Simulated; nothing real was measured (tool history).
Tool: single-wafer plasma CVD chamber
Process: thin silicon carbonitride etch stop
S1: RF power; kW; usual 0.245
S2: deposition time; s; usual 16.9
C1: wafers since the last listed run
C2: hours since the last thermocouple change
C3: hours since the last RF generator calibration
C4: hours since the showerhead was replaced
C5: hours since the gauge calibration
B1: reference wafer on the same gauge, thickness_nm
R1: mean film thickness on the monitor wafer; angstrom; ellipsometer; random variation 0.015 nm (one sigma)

{"run": 1, "day": 0.0, "S1": 0.245, "S2": 16.9, "C1": 0, "C2": 1620.1, "C3": 1128.4, "C4": 2487.9, "C5": 62.1, "B1": 11.66, "R1": 98.05}
{"run": 2, "day": 0.354, "S1": 0.245, "S2": 16.9, "C1": 348, "C2": 1628.6, "C3": 1136.9, "C4": 2496.4, "C5": 70.6, "B1": 11.659, "R1": 97.74}
{"run": 3, "day": 0.633, "S1": 0.245, "S2": 18.4, "C1": 274, "C2": 1635.3, "C3": 1143.6, "C4": 2503.1, "C5": 77.3, "B1": 11.656, "R1": 106.71}
{"run": 4, "day": 0.954, "S1": 0.245, "S2": 19.2, "C1": 315, "C2": 1643, "C3": 1151.3, "C4": 2510.8, "C5": 85, "B1": 11.662, "R1": 111.24}
{"run": 5, "day": 1.388, "S1": 0.21, "S2": 16.9, "C1": 426, "C2": 1653.4, "C3": 1161.7, "C4": 2521.2, "C5": 95.4, "B1": 11.66, "R1": 94.53}
{"run": 6, "day": 1.646, "S1": 0.21, "S2": 16.9, "C1": 254, "C2": 1659.6, "C3": 1167.9, "C4": 2527.4, "C5": 101.6, "B1": 11.659, "R1": 94.31}
{"run": 7, "day": 2.008, "S1": 0.245, "S2": 16.9, "C1": 356, "C2": 1668.3, "C3": 1176.6, "C4": 2536.1, "C5": 110.3, "B1": 11.665, "R1": 97.95}
{"run": 8, "day": 2.479, "S1": 0.245, "S2": 16.9, "C1": 463, "C2": 1679.6, "C3": 1187.9, "C4": 2547.4, "C5": 121.6, "B1": 11.661, "R1": 98.22}
{"run": 9, "day": 2.846, "S1": 0.245, "S2": 16.9, "C1": 360, "C2": 1688.4, "C3": 1196.7, "C4": 2556.2, "C5": 130.4, "B1": 11.659, "R1": 97.98}
{"run": 10, "day": 3.375, "S1": 0.245, "S2": 16.9, "C1": 520, "C2": 1701.1, "C3": 1209.4, "C4": 2568.9, "C5": 143.1, "B1": 11.666, "R1": 97.51}
{"run": 11, "day": 3.7, "S1": 0.245, "S2": 16.9, "C1": 319, "C2": 1708.9, "C3": 1217.2, "C4": 2576.7, "C5": 150.9, "B1": 11.671, "R1": 97.75}
{"run": 12, "day": 3.992, "S1": 0.215, "S2": 16.9, "C1": 287, "C2": 1715.9, "C3": 1224.2, "C4": 2583.7, "C5": 157.9, "B1": 11.65, "R1": 94.61}
{"run": 13, "day": 4.371, "S1": 0.215, "S2": 16.9, "C1": 373, "C2": 1725, "C3": 1233.3, "C4": 2592.8, "C5": 167, "B1": 11.659, "R1": 94.77}
{"day": 4.925, "done": "thermocouple changed; heater temperature recalibrated"}
{"run": 14, "day": 4.946, "S1": 0.215, "S2": 16.9, "C1": 237, "C2": 0.5, "C3": 1247.1, "C4": 2606.6, "C5": 180.8, "B1": 11.659, "R1": 94.72}
{"run": 15, "day": 5.579, "S1": 0.245, "S2": 16.9, "C1": 623, "C2": 15.7, "C3": 1262.3, "C4": 2621.8, "C5": 196, "B1": 11.659, "R1": 97.87}
{"run": 16, "day": 6.225, "S1": 0.245, "S2": 16.9, "C1": 635, "C2": 31.2, "C3": 1277.8, "C4": 2637.3, "C5": 211.5, "B1": 11.663, "R1": 97.76}
{"run": 17, "day": 6.692, "S1": 0.245, "S2": 16.9, "C1": 459, "C2": 42.4, "C3": 1289, "C4": 2648.5, "C5": 222.7, "B1": 11.666, "R1": 97.94}
{"run": 18, "day": 7.183, "S1": 0.245, "S2": 16.9, "C1": 483, "C2": 54.2, "C3": 1300.8, "C4": 2660.3, "C5": 234.5, "B1": 11.666, "R1": 97.71}
{"run": 19, "day": 7.838, "S1": 0.245, "S2": 19.1, "C1": 643, "C2": 69.9, "C3": 1316.5, "C4": 2676, "C5": 250.2, "B1": 11.665, "R1": 110.37}
{"run": 20, "day": 8.238, "S1": 0.295, "S2": 15.9, "C1": 393, "C2": 79.5, "C3": 1326.1, "C4": 2685.6, "C5": 259.8, "B1": 11.656, "R1": 96.01}
{"day": 8.496, "done": "gauge calibrated"}
{"run": 21, "day": 8.658, "S1": 0.245, "S2": 16.9, "C1": 414, "C2": 89.6, "C3": 1336.2, "C4": 2695.7, "C5": 3.9, "B1": 11.666, "R1": 97.85}
{"run": 22, "day": 9.162, "S1": 0.245, "S2": 19.5, "C1": 496, "C2": 101.7, "C3": 1348.3, "C4": 2707.8, "C5": 16, "B1": 11.665, "R1": 112.26}
{"run": 23, "day": 9.854, "S1": 0.27, "S2": 16.9, "C1": 680, "C2": 118.3, "C3": 1364.9, "C4": 2724.4, "C5": 32.6, "B1": 11.652, "R1": 99.98}
{"day": 10.442, "done": "RF generator calibrated"}
{"run": 24, "day": 10.462, "S1": 0.21, "S2": 18.6, "C1": 270, "C2": 132.9, "C3": 0.5, "C4": 2739, "C5": 47.2, "B1": 11.658, "R1": 102.31}
{"day": 11.092, "done": "showerhead replaced"}
{"run": 25, "day": 11.112, "S1": 0.245, "S2": 16.9, "C1": 311, "C2": 148.5, "C3": 16.1, "C4": 0.5, "C5": 62.8, "B1": 11.664, "R1": 96.56}
{"run": 26, "day": 11.246, "S1": 0.245, "S2": 16.9, "C1": 131, "C2": 151.7, "C3": 19.3, "C4": 3.7, "C5": 66, "B1": 11.664, "R1": 96.58}
{"run": 27, "day": 11.65, "S1": 0.23, "S2": 19.9, "C1": 397, "C2": 161.4, "C3": 29, "C4": 13.4, "C5": 75.7, "B1": 11.665, "R1": 111.82}
{"day": 12.492, "done": "RF generator calibrated, repeated, since the last time left the tool worse"}
{"run": 28, "day": 12.512, "S1": 0.22, "S2": 15.5, "C1": 520, "C2": 182.1, "C3": 0.5, "C4": 34.1, "C5": 96.4, "B1": 11.662, "R1": 88.5}
{"run": 29, "day": 12.688, "S1": 0.21, "S2": 16.9, "C1": 172, "C2": 186.3, "C3": 4.7, "C4": 38.3, "C5": 100.6, "B1": 11.655, "R1": 95.45}
{"run": 30, "day": 13.412, "S1": 0.275, "S2": 18.9, "C1": 713, "C2": 203.7, "C3": 22.1, "C4": 55.7, "C5": 118, "B1": 11.654, "R1": 113.63}
{"run": 31, "day": 14.783, "S1": 0.245, "S2": 16.9, "C1": 1349, "C2": 236.6, "C3": 55, "C4": 88.6, "C5": 150.9, "B1": 11.667, "R1": 98.75}
{"run": 32, "day": 15.196, "S1": 0.2, "S2": 16.9, "C1": 405, "C2": 246.5, "C3": 64.9, "C4": 98.5, "C5": 160.8, "B1": 11.657, "R1": 94.22}
{"run": 33, "day": 15.754, "S1": 0.28, "S2": 15.1, "C1": 549, "C2": 259.9, "C3": 78.3, "C4": 111.9, "C5": 174.2, "B1": 11.667, "R1": 91.3}
{"run": 34, "day": 16.125, "S1": 0.265, "S2": 16, "C1": 364, "C2": 268.8, "C3": 87.2, "C4": 120.8, "C5": 183.1, "B1": 11.658, "R1": 95.24}

The same runs without the tool's hidden state, with the same run-to-run variation:
The hidden state here: wafer temperature above the value expected at the setpoint (K); delivered RF power above the setpoint (%); gauge reads high (%).
run=1 R1=99
run=2 R1=98.71
run=3 R1=107.77
run=4 R1=112.37
run=5 R1=95.51
run=6 R1=95.29
run=7 R1=98.99
run=8 R1=99.27
run=9 R1=99.04
run=10 R1=98.6
run=11 R1=98.85
run=12 R1=95.69
run=13 R1=95.87
run=14 R1=95.84
run=15 R1=99.05
run=16 R1=98.97
run=17 R1=99.17
run=18 R1=98.96
run=19 R1=111.82
run=20 R1=97.29
run=21 R1=99.17
run=22 R1=113.8
run=23 R1=101.39
run=24 R1=105.03
run=25 R1=99.13
run=26 R1=99.15
run=27 R1=114.79
run=28 R1=88.57
run=29 R1=95.52
run=30 R1=113.71
run=31 R1=98.82
run=32 R1=94.29
run=33 R1=91.37
run=34 R1=95.31
